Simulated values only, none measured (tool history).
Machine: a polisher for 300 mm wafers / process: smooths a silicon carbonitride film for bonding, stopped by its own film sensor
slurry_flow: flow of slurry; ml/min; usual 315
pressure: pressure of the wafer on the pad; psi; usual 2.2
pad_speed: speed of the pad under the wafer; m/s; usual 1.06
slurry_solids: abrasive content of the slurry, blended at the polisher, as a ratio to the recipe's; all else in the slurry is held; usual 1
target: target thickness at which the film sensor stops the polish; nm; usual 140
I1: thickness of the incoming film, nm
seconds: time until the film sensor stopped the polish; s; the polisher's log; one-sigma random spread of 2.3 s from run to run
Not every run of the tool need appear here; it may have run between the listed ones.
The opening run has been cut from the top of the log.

-- hour=7 slurry nozzle cleaned
run 2 hour=9.1 | slurry_flow=245 pressure=2.2 pad_speed=1.06 slurry_solids=1 target=140 | I1=167.3 | seconds=119.5
run 3 hour=15.7 | slurry_flow=245 pressure=2.2 pad_speed=1.06 slurry_solids=1 target=140 | I1=173.6 | seconds=149.6
run 4 hour=31 | slurry_flow=315 pressure=2.2 pad_speed=1.06 slurry_solids=1 target=148 | I1=172.3 | seconds=102.9
run 5 hour=44.7 | slurry_flow=315 pressure=2.2 pad_speed=1.06 slurry_solids=1 target=148 | I1=170.4 | seconds=95.6
run 6 hour=52.7 | slurry_flow=315 pressure=2.2 pad_speed=1.06 slurry_solids=1 target=148 | I1=169.5 | seconds=93.6
-- hour=57.2 worn pad replaced by a new one
run 7 hour=59.8 | slurry_flow=365 pressure=2.2 pad_speed=1.06 slurry_solids=1 target=140 | I1=168.7 | seconds=123.1
run 8 hour=70.9 | slurry_flow=365 pressure=2.2 pad_speed=1.06 slurry_solids=1 target=140 | I1=169.9 | seconds=125.6
run 9 hour=81.5 | slurry_flow=365 pressure=2.2 pad_speed=1.06 slurry_solids=1 target=140 | I1=170.3 | seconds=134.4
run 10 hour=88.5 | slurry_flow=315 pressure=2.2 pad_speed=1.06 slurry_solids=1 target=140 | I1=171.2 | seconds=133.6
run 11 hour=100.4 | slurry_flow=315 pressure=2.2 pad_speed=1.06 slurry_solids=1 target=140 | I1=172.9 | seconds=144.7
run 12 hour=110.7 | slurry_flow=280 pressure=1.7 pad_speed=0.86 slurry_solids=0.85 target=140 | I1=173.1 | seconds=252.1
run 13 hour=120.6 | slurry_flow=315 pressure=2.2 pad_speed=1.06 slurry_solids=1 target=140 | I1=169.8 | seconds=130.6
-- hour=131.7 head pressure recalibrated
run 14 hour=133.2 | slurry_flow=315 pressure=2.2 pad_speed=1.06 slurry_solids=1 target=140 | I1=170.5 | seconds=133.1
run 15 hour=142.8 | slurry_flow=315 pressure=1.9 pad_speed=1.06 slurry_solids=1.2 target=140 | I1=169.4 | seconds=137.4
run 16 hour=159.6 | slurry_flow=315 pressure=2.2 pad_speed=1.06 slurry_solids=1 target=140 | I1=168.3 | seconds=119.6
run 17 hour=171.6 | slurry_flow=415 pressure=1.7 pad_speed=0.84 slurry_solids=1 target=145 | I1=171.8 | seconds=173.5
run 18 hour=189.1 | slurry_flow=315 pressure=2.2 pad_speed=0.74 slurry_solids=1 target=140 | I1=170 | seconds=181.4
-- hour=191.2 slurry blender recalibrated
-- hour=217.5 worn pad replaced by a new one
run 19 hour=220.8 | slurry_flow=315 pressure=2.2 pad_speed=1.06 slurry_solids=1 target=140 | I1=168.4 | seconds=123.7
run 20 hour=234.1 | slurry_flow=315 pressure=2.2 pad_speed=1.18 slurry_solids=0.7 target=140 | I1=166.5 | seconds=128.8

The next listed run, before its measurement:
run 21 hour=250.3 | slurry_flow=315 pressure=1.9 pad_speed=1.06 slurry_solids=1.2 target=140 | I1=172.7 | seconds=?

{"run 21": {"seconds": 153.4}}
Had the tool carried no hidden state, the very same run would have given seconds 149 s.
